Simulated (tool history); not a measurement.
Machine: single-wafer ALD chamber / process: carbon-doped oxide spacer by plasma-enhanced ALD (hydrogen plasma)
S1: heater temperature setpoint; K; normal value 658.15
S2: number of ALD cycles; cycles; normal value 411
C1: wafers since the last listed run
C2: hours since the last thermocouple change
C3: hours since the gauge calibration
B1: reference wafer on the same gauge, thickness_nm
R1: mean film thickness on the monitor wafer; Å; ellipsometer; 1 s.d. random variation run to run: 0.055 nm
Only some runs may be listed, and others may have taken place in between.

Run 1, day 0: usual settings but S1 649.15 K; C1 0; C2 1889.8; C3 179.2; B1 20.177. Result: R1 219 Å.
Run 2, day 0.583: usual settings; C1 10; C2 1903.8; C3 193.2; B1 20.18. Result: R1 218.49 Å.
Run 3, day 0.846: usual settings; C1 4; C2 1910.1; C3 199.5; B1 20.175. Result: R1 219.2 Å.
Run 4, day 1.438: usual settings but S1 664.15 K, S2 377 cycles; C1 10; C2 1924.3; C3 213.7; B1 20.189. Result: R1 200.31 Å.
Run 5, day 2.183: usual settings but S1 664.15 K, S2 377 cycles; C1 12; C2 1942.2; C3 231.6; B1 20.177. Result: R1 199.8 Å.
Run 6, day 2.671: usual settings but S1 664.15 K, S2 377 cycles; C1 8; C2 1953.9; C3 243.3; B1 20.178. Result: R1 200.79 Å.
Run 7, day 3.117: usual settings but S1 654.15 K; C1 7; C2 1964.6; C3 254; B1 20.198. Result: R1 219.89 Å.
Run 8, day 3.512: usual settings but S2 439 cycles; C1 6; C2 1974.1; C3 263.5; B1 20.206. Result: R1 233.51 Å.
Run 9, day 3.867: usual settings; C1 6; C2 1982.6; C3 272; B1 20.172. Result: R1 220.56 Å.
Run 10, day 4.275: usual settings; C1 7; C2 1992.4; C3 281.8; B1 20.198. Result: R1 219.02 Å.
Run 11, day 4.612: usual settings; C1 5; C2 2000.5; C3 289.9; B1 20.193. Result: R1 219.41 Å.
Run 12, day 5.088: usual settings; C1 8; C2 2011.9; C3 301.3; B1 20.203. Result: R1 220.22 Å.
Run 13, day 5.483: usual settings but S1 666.15 K, S2 389 cycles; C1 6; C2 2021.4; C3 310.8; B1 20.214. Result: R1 207.31 Å.
Run 14, day 5.962: usual settings but S1 666.15 K, S2 389 cycles; C1 8; C2 2032.9; C3 322.3; B1 20.222. Result: R1 208.12 Å.
Run 15, day 6.442: usual settings; C1 8; C2 2044.4; C3 333.8; B1 20.231. Result: R1 220.08 Å.
Run 16, day 7.171: usual settings but S1 651.15 K; C1 12; C2 2061.9; C3 351.3; B1 20.246. Result: R1 220.14 Å.
Run 17, day 7.746: usual settings; C1 9; C2 2075.7; C3 365.1; B1 20.249. Result: R1 219.96 Å.
Run 18, day 8.488: usual settings; C1 12; C2 2093.5; C3 382.9; B1 20.251. Result: R1 219.44 Å.
Run 19, day 9.2: usual settings; C1 12; C2 2110.6; C3 400; B1 20.262. Result: R1 219.86 Å.
Run 20, day 9.808: usual settings; C1 10; C2 2125.2; C3 414.6; B1 20.274. Result: R1 219.44 Å.
Run 21, day 10.188: usual settings but S1 653.15 K; C1 6; C2 2134.3; C3 423.7; B1 20.286. Result: R1 221.17 Å.
Run 22, day 10.5: usual settings but S1 653.15 K; C1 5; C2 2141.8; C3 431.2; B1 20.273. Result: R1 219.93 Å.
Run 23, day 11.162: usual settings but S1 645.15 K; C1 11; C2 2157.7; C3 447.1; B1 20.33. Result: R1 220.06 Å.
Run 24, day 11.433: usual settings but S1 663.15 K, S2 338 cycles; C1 4; C2 2164.2; C3 453.6; B1 20.302. Result: R1 181.26 Å.
Run 25, day 11.792: usual settings but S1 667.15 K, S2 471 cycles; C1 6; C2 2172.8; C3 462.2; B1 20.329. Result: R1 252.16 Å.
Run 26, day 12.483: usual settings but S1 644.15 K; C1 11; C2 2189.4; C3 478.8; B1 20.337. Result: R1 220.69 Å.
Run 27, day 12.788: usual settings but S1 669.15 K, S2 493 cycles; C1 5; C2 2196.7; C3 486.1; B1 20.333. Result: R1 263.97 Å.
Run 28, day 13.162: usual settings but S1 671.15 K, S2 379 cycles; C1 6; C2 2205.7; C3 495.1; B1 20.336. Result: R1 203.57 Å.
Run 29, day 13.554: usual settings but S1 647.15 K; C1 6; C2 2215.1; C3 504.5; B1 20.346. Result: R1 219.65 Å.
Run 30, day 15.625: usual settings but S1 654.15 K, S2 363 cycles; C1 35; C2 2264.8; C3 554.2; B1 20.379. Result: R1 194.59 Å.
Run 31, day 16.271: usual settings; C1 11; C2 2280.3; C3 569.7; B1 20.422. Result: R1 220.63 Å.
At day 17.254: thermocouple changed; heater temperature recalibrated.
Run 32, day 17.275: usual settings but S2 371 cycles; C1 11; C2 0.5; C3 593.8; B1 20.421. Result: R1 199.48 Å.
Run 33, day 17.312: usual settings but S1 645.15 K; C1 0; C2 1.4; C3 594.7; B1 20.437. Result: R1 221.94 Å.
Run 34, day 17.754: usual settings but S1 672.15 K, S2 331 cycles; C1 7; C2 12; C3 605.3; B1 20.427. Result: R1 178.2 Å.
Run 35, day 18.35: usual settings but S1 671.15 K, S2 466 cycles; C1 10; C2 26.3; C3 619.6; B1 20.459. Result: R1 251.45 Å.
Run 36, day 18.821: usual settings; C1 8; C2 37.6; C3 630.9; B1 20.445. Result: R1 221.78 Å.
Run 37, day 19.288: usual settings but S1 645.15 K; C1 8; C2 48.8; C3 642.1; B1 20.448. Result: R1 222.09 Å.
Run 38, day 19.688: usual settings; C1 6; C2 58.4; C3 651.7; B1 20.473. Result: R1 222.08 Å.
At day 19.888: gauge calibrated.
Run 39, day 20.171: usual settings; C1 8; C2 70; C3 6.8; B1 20.132. Result: R1 219.03 Å.
Run 40, day 21.758: usual settings; C1 27; C2 108.1; C3 44.9; B1 20.127. Result: R1 217.83 Å.
Run 41, day 22.4: usual settings but S1 666.15 K, S2 474 cycles; C1 11; C2 123.5; C3 60.3; B1 20.112. Result: R1 251.93 Å.
Run 42, day 22.942: usual settings but S2 475 cycles; C1 9; C2 136.5; C3 73.3; B1 20.113. Result: R1 253.5 Å.
Run 43, day 23.442: usual settings but S1 666.15 K, S2 349 cycles; C1 8; C2 148.5; C3 85.3; B1 20.113. Result: R1 185.66 Å.
Run 44, day 24.162: usual settings but S2 476 cycles; C1 12; C2 165.8; C3 102.6; B1 20.127. Result: R1 252.56 Å.
Run 45, day 24.75: usual settings; C1 10; C2 179.9; C3 116.7; B1 20.146. Result: R1 218.23 Å.
Run 46, day 25.454: usual settings but S1 665.15 K, S2 436 cycles; C1 12; C2 196.8; C3 133.6; B1 20.132. Result: R1 232.38 Å.

Measured minus without-hidden-state, run by run (identical run-to-run variation in each term; gauge scatter may differ):
The tool's hidden condition here consists of: wafer temperature above the value expected at the setpoint (K); gauge reads high (%).
run     R1
  1  +0.74
  2  +0.78
  3   +0.8
  4  +0.78
  5  +0.84
  6  +0.88
  7  +1.02
  8  +1.12
  9   +1.1
 10  +1.14
 11  +1.18
 12  +1.24
 13  +1.22
 14  +1.29
 15  +1.42
 16  +1.53
 17  +1.61
 18  +1.72
 19  +1.83
 20  +1.93
 21  +2.01
 22  +2.06
 23  +2.17
 24  +1.83
 25  +2.63
 26  +2.44
 27  +2.98
 28  +2.37
 29  +2.63
 30  +2.73
 31  +3.25
 32  +3.15
 33  +3.51
 34   +2.9
 35  +4.27
 36  +3.88
 37  +4.01
 38  +4.12
 39  +0.18
 40   +0.2
 41  +0.25
 42  +0.27
 43  +0.21
 44  +0.32
 45  +0.31
 46  +0.36
